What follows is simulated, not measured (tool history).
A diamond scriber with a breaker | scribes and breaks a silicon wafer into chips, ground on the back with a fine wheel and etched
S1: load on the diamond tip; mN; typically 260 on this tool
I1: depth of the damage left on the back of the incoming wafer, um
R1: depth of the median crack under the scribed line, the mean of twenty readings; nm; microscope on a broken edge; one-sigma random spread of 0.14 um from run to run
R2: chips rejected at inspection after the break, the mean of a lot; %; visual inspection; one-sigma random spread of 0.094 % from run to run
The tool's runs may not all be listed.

run   hour   S1    I1     R1    R2
  1    0.0  260  0.58   8840  4.05
  2   10.2  260  0.69   8830  4.24
  3   19.0  260  0.45   8910  4.84
  4   33.6  260  0.77   8930  4.56
  5   45.7  260  0.76   8510  5.08
  6   62.6  276  0.41   9120  4.41
  7   75.1  260  0.68   8780  5.17
  8   88.8  260  0.47   8520  5.19
  9   98.4  260  0.40   8680  5.00
 10  115.2  260  0.46   8530  5.62
 11  131.7  260  0.68   8570  5.46
 12  145.8  260  0.77   8480  5.88
     149.3  -- load on the tip recalibrated
 13  156.3  260  0.62   8410  5.90
     163.1  -- diamond tip replaced by a new one
 14  173.3  231  0.44   9810  2.23
 15  181.4  231  0.39   9860  2.32
 16  189.2  260  0.39  10410  1.97
 17  195.6  260  0.63  10280  2.06
 18  201.6  231  0.38   9670  2.34
 19  209.7  299  0.42  11110  2.56
 20  225.2  260  0.64  10370  1.95
 21  271.5  235  0.78   9910  2.23
 22  287.2  195  0.51   9020  4.20
 23  299.2  260  0.31  10400  1.85
 24  307.0  202  0.57   9050  3.43
 25  320.9  209  0.45   9200  3.10
 26  329.3  260  0.34  10530  2.03
 27  336.6  260  0.56  10110  2.00
 28  353.9  188  0.60   8770  4.25
 29  371.8  320  0.63  11690  2.89
 30  382.4  332  0.49  11870  2.99
 31  395.4  313  0.69  11230  2.74
 32  413.0  260  0.69  10530  1.99
 33  428.8  235  0.34   9870  2.31
 34  436.2  233  0.57   9700  2.61

Here are 4 independent what-if runs from the current tool condition. What would each one return?
  A  436.7  260  0.76   ?   ?
  B  436.7  303  0.76   ?   ?
  C  436.7  283  0.76   ?   ?
  D  436.7  200  0.76   ?   ?

run     R1    R2
  A  10030  1.94
  B  10810  2.25
  C  10450  1.99
  D   8880  3.56
Without the tool's unlogged condition, the same runs would have read:
run     R1    R2
  A  10170  1.92
  B  10960  2.42
  C  10600  2.07
  D   9010  3.25
